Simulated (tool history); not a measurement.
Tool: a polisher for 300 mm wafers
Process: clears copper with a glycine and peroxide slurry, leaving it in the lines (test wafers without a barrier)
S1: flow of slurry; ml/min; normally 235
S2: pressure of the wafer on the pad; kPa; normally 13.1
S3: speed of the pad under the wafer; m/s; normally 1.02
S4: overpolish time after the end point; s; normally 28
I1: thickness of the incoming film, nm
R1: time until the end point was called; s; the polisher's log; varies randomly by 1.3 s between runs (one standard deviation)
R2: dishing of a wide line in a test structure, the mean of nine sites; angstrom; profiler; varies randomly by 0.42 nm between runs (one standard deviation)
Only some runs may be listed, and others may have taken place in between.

Run 1, hour 0.0: usual settings but S1 270 ml/min, S4 24 s; I1 442.2. Result: R1 95.9 s, R2 309 angstrom.
Run 2, hour 45.7: usual settings but S2 15.9 kPa; I1 436.1. Result: R1 82.9 s, R2 325 angstrom.
Run 3, hour 111.5: usual settings but S2 15.9 kPa; I1 440.4. Result: R1 83.7 s, R2 322 angstrom.
Run 4, hour 215.1: usual settings but S2 10.3 kPa, S3 0.94 m/s; I1 440.8. Result: R1 129.1 s, R2 313 angstrom.
At hour 240.8: head pressure recalibrated.
Run 5, hour 255.4: usual settings but S2 10.3 kPa, S3 0.94 m/s; I1 436.5. Result: R1 110.7 s, R2 321 angstrom.
Run 6, hour 321.1: usual settings but S2 10.3 kPa, S3 0.94 m/s; I1 439.0. Result: R1 112.0 s, R2 319 angstrom.
At hour 348.0: worn pad replaced by a new one.
Run 7, hour 398.5: usual settings; I1 438.3. Result: R1 89.9 s, R2 328 angstrom.
Run 8, hour 440.2: usual settings; I1 444.4. Result: R1 90.2 s, R2 319 angstrom.
Run 9, hour 478.7: usual settings but S3 1.16 m/s; I1 439.2. Result: R1 79.8 s, R2 324 angstrom.
Run 10, hour 586.4: usual settings but S3 1.16 m/s; I1 432.9. Result: R1 79.3 s, R2 317 angstrom.
At hour 624.0: head pressure recalibrated, repeated, since the last time left the tool worse.
Run 11, hour 624.5: usual settings but S3 1.16 m/s; I1 437.8. Result: R1 86.6 s, R2 320 angstrom.
At hour 625.8: slurry nozzle cleaned.
Run 12, hour 729.3: usual settings; I1 443.8. Result: R1 97.9 s, R2 317 angstrom.
Run 13, hour 773.1: usual settings; I1 435.2. Result: R1 91.8 s, R2 330 angstrom.
Run 14, hour 870.3: usual settings; I1 444.9. Result: R1 95.4 s, R2 329 angstrom.
Run 15, hour 948.4: usual settings; I1 439.3. Result: R1 98.1 s, R2 322 angstrom.
At hour 970.9: worn pad replaced by a new one.
Run 16, hour 994.7: usual settings; I1 434.2. Result: R1 96.8 s, R2 326 angstrom.
Run 17, hour 1050.9: usual settings; I1 435.3. Result: R1 96.2 s, R2 323 angstrom.
Run 18, hour 1139.9: usual settings but S1 160 ml/min, S3 1.14 m/s; I1 436.7. Result: R1 94.3 s, R2 313 angstrom.
At hour 1245.3: slurry nozzle cleaned.
At hour 1278.9: head pressure recalibrated.
Run 19, hour 1404.0: usual settings but S3 1.16 m/s; I1 442.8. Result: R1 88.6 s, R2 321 angstrom.
Run 20, hour 1489.4: usual settings but S2 17.2 kPa; I1 440.3. Result: R1 77.8 s, R2 324 angstrom.
At hour 1516.8: worn pad replaced by a new one.
Run 21, hour 1588.6: usual settings but S1 215 ml/min, S3 1.14 m/s, S4 42 s; I1 439.7. Result: R1 91.3 s, R2 332 angstrom.
Run 22, hour 1676.5: usual settings but S2 16.5 kPa; I1 436.3. Result: R1 80.2 s, R2 320 angstrom.
Run 23, hour 1771.9: usual settings but S2 11.0 kPa, S3 0.90 m/s, S4 35 s; I1 440.0. Result: R1 126.6 s, R2 342 angstrom.
At hour 1798.4: head pressure recalibrated.
Run 24, hour 1858.5: usual settings but S1 200 ml/min, S4 43 s; I1 439.4. Result: R1 99.2 s, R2 337 angstrom.
Run 25, hour 1921.0: usual settings; I1 442.6. Result: R1 97.3 s, R2 325 angstrom.
Run 26, hour 1987.5: usual settings but S1 270 ml/min, S4 24 s; I1 438.1. Result: R1 95.2 s, R2 315 angstrom.
At hour 2007.8: slurry nozzle cleaned.
At hour 2041.8: worn pad replaced by a new one.
Run 27, hour 2072.2: usual settings but S1 280 ml/min, S3 0.78 m/s, S4 15 s; I1 439.1. Result: R1 120.3 s, R2 256 angstrom.
Run 28, hour 2113.0: usual settings; I1 439.9. Result: R1 99.0 s, R2 325 angstrom.
Run 29, hour 2201.2: usual settings; I1 439.6. Result: R1 99.8 s, R2 322 angstrom.
Run 30, hour 2285.2: usual settings; I1 433.7. Result: R1 100.1 s, R2 326 angstrom.
Run 31, hour 2339.5: usual settings but S1 165 ml/min, S2 17.9 kPa, S4 42 s; I1 442.8. Result: R1 85.3 s, R2 327 angstrom.
Run 32, hour 2424.2: usual settings but S1 270 ml/min, S3 1.36 m/s, S4 41 s; I1 442.9. Result: R1 82.9 s, R2 324 angstrom.
At hour 2467.2: head pressure recalibrated.
Run 33, hour 2526.2: usual settings but S1 175 ml/min, S2 11.0 kPa; I1 446.2. Result: R1 112.3 s, R2 314 angstrom.
Run 34, hour 2598.9: usual settings but S3 0.70 m/s; I1 434.7. Result: R1 122.2 s, R2 331 angstrom.
Run 35, hour 2687.4: usual settings but S1 180 ml/min, S4 42 s; I1 435.0. Result: R1 98.8 s, R2 336 angstrom.

Hidden state or all else? Some run-to-run changes of R1, split into what the settings, what came in and random variation would give without the hidden state, and what is left for the hidden state (with any gauge scatter that isn't in both results):
Unlogged tool condition in this case: removal rate lost through wear of the pad, %; slurry flow missing at the pad, %; deviation of the head's pressure from its setpoint, %.
Run 3 -> 4: S2 15.9 -> 10.3, S3 1.02 -> 0.94. R1 +45.4 s: hidden state +2.5, all else +42.9.
Run 4 -> 5: head pressure recalibrated. R1 -18.4 s: hidden state -13.4, all else -5.0.
Run 22 -> 23: S2 16.5 -> 11.0, S3 1.02 -> 0.90, S4 28 -> 35. R1 +46.4 s: hidden state +3.0, all else +43.4.
Run 23 -> 24: S1 235 -> 200, S2 11.0 -> 13.1, S3 0.90 -> 1.02, S4 35 -> 43, head pressure recalibrated. R1 -27.4 s: hidden state -5.8, all else -21.6.
Run 32 -> 33: S1 270 -> 175, S2 13.1 -> 11.0, S3 1.36 -> 1.02, S4 41 -> 28, head pressure recalibrated. R1 +29.4 s: hidden state -7.6, all else +37.0.

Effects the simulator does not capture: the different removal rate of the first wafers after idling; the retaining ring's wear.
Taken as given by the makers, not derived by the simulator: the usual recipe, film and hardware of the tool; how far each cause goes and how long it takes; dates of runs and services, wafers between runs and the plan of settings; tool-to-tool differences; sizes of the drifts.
